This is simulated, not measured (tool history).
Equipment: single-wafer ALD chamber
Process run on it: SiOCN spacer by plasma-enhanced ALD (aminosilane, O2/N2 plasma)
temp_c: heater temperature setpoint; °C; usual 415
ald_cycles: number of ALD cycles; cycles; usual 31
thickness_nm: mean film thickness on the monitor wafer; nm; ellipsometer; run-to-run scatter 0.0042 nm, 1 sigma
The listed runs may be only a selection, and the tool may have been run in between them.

run,day,temp_c,ald_cycles,"read-back reference wafer on the same gauge, thickness_nm",thickness_nm
1,0.000,415,31,1.771,1.675
2,0.433,415,31,1.767,1.671
3,0.825,415,31,1.770,1.667
4,1.288,415,31,1.770,1.679
5,3.046,415,31,1.769,1.670
# day 3.529: thermocouple changed; heater temperature recalibrated
6,3.550,415,31,1.771,1.673
7,4.000,415,31,1.767,1.676
# day 4.350: gauge calibrated
8,4.642,415,31,1.771,1.666
9,5.150,415,31,1.772,1.670
10,5.704,415,31,1.771,1.666
11,6.300,424,26,1.770,1.369
12,6.754,415,31,1.769,1.665
13,7.058,405,35,1.771,1.937
14,7.517,424,26,1.769,1.367
15,7.829,415,31,1.770,1.674
16,9.875,404,35,1.770,1.941
17,10.371,415,31,1.768,1.672
18,10.662,415,25,1.772,1.341
19,11.138,415,27,1.771,1.457
20,11.408,419,34,1.772,1.815

Branching from run 20: 5 alternative next runs. What would each branch give?
A,11.429,415,31,?,?
B,11.429,415,34,?,?
C,11.429,424,31,?,?
D,11.429,423,35,?,?
E,11.429,402,34,?,?

run,"read-back reference wafer on the same gauge, thickness_nm",thickness_nm
A,1.769,1.678
B,1.769,1.840
C,1.769,1.636
D,1.769,1.852
E,1.769,1.906
Take away the tool's hidden state, keep each run's random variation, and the runs would have read:
run,thickness_nm
A,1.678
B,1.840
C,1.636
D,1.852
E,1.906
